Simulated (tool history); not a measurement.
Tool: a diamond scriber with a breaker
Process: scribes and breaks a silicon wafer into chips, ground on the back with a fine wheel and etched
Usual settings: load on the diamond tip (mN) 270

run   hour  load on the diamond tip (mN)  wafers since the last listed run  hours since the diamond tip was replaced  hours since the load on the tip was calibrated  incoming depth of the damage left on the back of the incoming wafer, um  depth of the median crack under the scribed line (um)  chips rejected at inspection after the break (%)
  1    0.0                           270                                 0                                     314.8                                          1192.9                                                                     0.74                                                  14.10                                              2.71
  2   38.6                           270                                91                                     353.4                                          1231.5                                                                     0.41                                                  14.45                                              2.56
  3   98.8                           270                               143                                     413.6                                          1291.7                                                                     0.55                                                  14.69                                              3.23
  4  164.7                           292                               156                                     479.5                                          1357.6                                                                     0.40                                                  14.80                                              1.87
  5  200.4                           292                                84                                     515.2                                          1393.3                                                                     0.46                                                  14.91                                              2.21
  6  269.0                           299                               163                                     583.8                                          1461.9                                                                     0.48                                                  14.99                                              1.85
  7  337.5                           236                               162                                     652.3                                          1530.4                                                                     0.65                                                  13.25                                              7.03
  8  380.9                           236                               103                                     695.7                                          1573.8                                                                     0.50                                                  13.41                                              7.13
  9  438.3                           236                               136                                     753.1                                          1631.2                                                                     0.59                                                  13.07                                              6.99
     458.7  -- diamond tip replaced by a new one
 10  487.0                           270                               111                                      28.3                                          1679.9                                                                     0.71                                                  16.06                                              0.70
 11  556.7                           316                               165                                      98.0                                          1749.6                                                                     0.65                                                  16.74                                              0.60
 12  599.9                           270                               102                                     141.2                                          1792.8                                                                     0.63                                                  15.78                                              1.32
 13  636.1                           300                                86                                     177.4                                          1829.0                                                                     0.42                                                  15.83                                              0.67

The next listed run, before its measurement:
     666.2  -- load on the tip recalibrated
 14  689.8                           345                               122                                     231.1                                            23.6                                                                     0.39                                                      ?                                                 ?

depth of the median crack under the scribed line (um): 17.01
chips rejected at inspection after the break (%): 0.69
Without the tool's hidden state the same run would have given depth of the median crack under the scribed line (um) 18.84, chips rejected at inspection after the break (%) 2.91.
